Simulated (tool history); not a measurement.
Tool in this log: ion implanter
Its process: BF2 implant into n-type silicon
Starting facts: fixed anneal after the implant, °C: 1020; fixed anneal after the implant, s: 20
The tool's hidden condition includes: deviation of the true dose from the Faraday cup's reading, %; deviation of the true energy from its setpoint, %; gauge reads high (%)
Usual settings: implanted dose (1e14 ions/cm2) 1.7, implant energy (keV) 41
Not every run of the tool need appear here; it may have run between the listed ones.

| run | hour | implanted dose (1e14 ions/cm2) | implant energy (keV) | wafers since the last listed run | hours since the last dose calibration | hours since the extraction supply was calibrated | hours since the gauge calibration | read-back reference wafer on the same gauge, sheet resistance | sheet resistance of the implanted and annealed layer (ohm/square) |
|---|---|---|---|---|---|---|---|---|---|
| 1 | 0 | 1.7 | 49 | 0 | 962.3 | 5291.3 | 112 | 655.05 | 552.89 |
| 2 | 15.9 | 1.7 | 49 | 432 | 978.2 | 5307.2 | 127.9 | 654.81 | 553.32 |
| 3 | 26.4 | 1.5 | 48 | 285 | 988.7 | 5317.7 | 138.4 | 654.85 | 613.15 |
| 4 | 38.8 | 1.5 | 48 | 337 | 1001.1 | 5330.1 | 150.8 | 654.93 | 616.37 |
| 5 | 50.5 | 1.34 | 49.5 | 318 | 1012.8 | 5341.8 | 162.5 | 655.03 | 670.84 |
| 6 | 101 | 1.34 | 49.5 | 1374 | 1063.3 | 5392.3 | 213 | 655.35 | 672.96 |
| 7 | 119 | 1.34 | 49.5 | 489 | 1081.3 | 5410.3 | 231 | 655.06 | 670.42 |
| 8 | 132.5 | 1.57 | 34 | 367 | 1094.8 | 5423.8 | 244.5 | 654.99 | 620.14 |
| 9 | 142.5 | 1.7 | 31 | 272 | 1104.8 | 5433.8 | 254.5 | 655.23 | 588.54 |
|  | 155.6 | extraction supply calibrated |
| 10 | 156.1 | 1.7 | 31 | 152 | 1118.4 | 0.5 | 268.1 | 654.83 | 588.7 |
| 11 | 160.4 | 1.36 | 44.5 | 117 | 1122.7 | 4.8 | 272.4 | 654.92 | 675.18 |
|  | 175.4 | Faraday cup replaced and dose calibrated |
| 12 | 175.9 | 1.7 | 41 | 204 | 0.5 | 20.3 | 287.9 | 654.88 | 543.09 |
| 13 | 182.4 | 1.7 | 41 | 176 | 7 | 26.8 | 294.4 | 654.95 | 543.97 |
|  | 192 | gauge calibrated |
| 14 | 206.8 | 1.46 | 35 | 664 | 31.4 | 51.2 | 14.8 | 655.35 | 626.2 |
| 15 | 213.2 | 1.34 | 49.5 | 174 | 37.8 | 57.6 | 21.2 | 655.27 | 642.89 |
| 16 | 227.9 | 2.07 | 41 | 400 | 52.5 | 72.3 | 35.9 | 654.9 | 465.38 |
| 17 | 238.4 | 1.45 | 37 | 285 | 63 | 82.8 | 46.4 | 655.08 | 626.28 |
| 18 | 253.9 | 1.25 | 48.5 | 421 | 78.5 | 98.3 | 61.9 | 655 | 680.32 |
| 19 | 261.1 | 1.9 | 31 | 195 | 85.7 | 105.5 | 69.1 | 655.03 | 514.03 |
| 20 | 274 | 2.04 | 54.5 | 351 | 98.6 | 118.4 | 82 | 655 | 453.07 |

4 ways to go on from here, each from the tool as it stands after run 20. What would each give?
| A | 274.4 | 1.7 | 41 | 10 | 99 | 118.8 | 82.4 | ? | ? |
| B | 274.4 | 2.15 | 35 | 10 | 99 | 118.8 | 82.4 | ? | ? |
| C | 274.4 | 1.25 | 27 | 10 | 99 | 118.8 | 82.4 | ? | ? |
| D | 274.4 | 1.7 | 27 | 10 | 99 | 118.8 | 82.4 | ? | ? |

| run | read-back reference wafer on the same gauge, sheet resistance | sheet resistance of the implanted and annealed layer (ohm/square) |
|---|---|---|
| A | 655.07 | 546.44 |
| B | 655.07 | 459.52 |
| C | 655.07 | 740.18 |
| D | 655.07 | 573.95 |
The same runs, with their run-to-run variation unchanged, on a tool lacking any hidden condition would have given:
| run | sheet resistance of the implanted and annealed layer (ohm/square) |
|---|---|
| A | 550 |
| B | 462.58 |
| C | 745.1 |
| D | 577.81 |
